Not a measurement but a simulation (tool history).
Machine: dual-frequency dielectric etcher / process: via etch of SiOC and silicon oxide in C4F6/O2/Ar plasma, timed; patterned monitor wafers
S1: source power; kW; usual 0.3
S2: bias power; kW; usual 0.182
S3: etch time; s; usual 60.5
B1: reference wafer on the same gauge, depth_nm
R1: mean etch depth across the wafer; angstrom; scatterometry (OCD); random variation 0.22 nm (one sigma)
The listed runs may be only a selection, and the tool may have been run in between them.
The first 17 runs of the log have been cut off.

run,hour,S1,S2,S3,B1,R1
18,1546.8,0.24,0.182,53.5,52.4,459
# hour 1588.3: gauge calibrated
# hour 1649.1: wet clean of the chamber
19,1649.6,0.34,0.225,60.5,52.2,684
20,1709.2,0.3,0.182,60.5,52.2,601
21,1767.1,0.3,0.182,60.5,52.3,599
22,1850.6,0.26,0.182,60.5,52.3,547
23,1925.4,0.24,0.182,46,52.2,397
24,1961.8,0.3,0.182,68.5,52.2,681
25,2041.2,0.3,0.219,60.5,52.3,638
26,2082.1,0.37,0.209,68.5,52.3,800
27,2355.7,0.25,0.144,60.5,52.4,504
28,2425.3,0.3,0.16,60.5,52.3,588
# hour 2470.6: wet clean of the chamber
29,2495.2,0.3,0.182,60.5,52.3,605
30,2546,0.3,0.17,70.5,52.3,699

Predict each of these 4 candidate next runs independently; none follows another, all start after run 30:
A,2546.4,0.3,0.182,66.5,?,?
B,2546.4,0.24,0.182,60.5,?,?
C,2546.4,0.36,0.182,77,?,?
D,2546.4,0.25,0.182,60.5,?,?

run,B1,R1
A,52.3,666
B,52.3,523
C,52.3,858
D,52.3,538
Without the tool's hidden state the same runs would have given:
run,R1
A,657
B,516
C,847
D,531

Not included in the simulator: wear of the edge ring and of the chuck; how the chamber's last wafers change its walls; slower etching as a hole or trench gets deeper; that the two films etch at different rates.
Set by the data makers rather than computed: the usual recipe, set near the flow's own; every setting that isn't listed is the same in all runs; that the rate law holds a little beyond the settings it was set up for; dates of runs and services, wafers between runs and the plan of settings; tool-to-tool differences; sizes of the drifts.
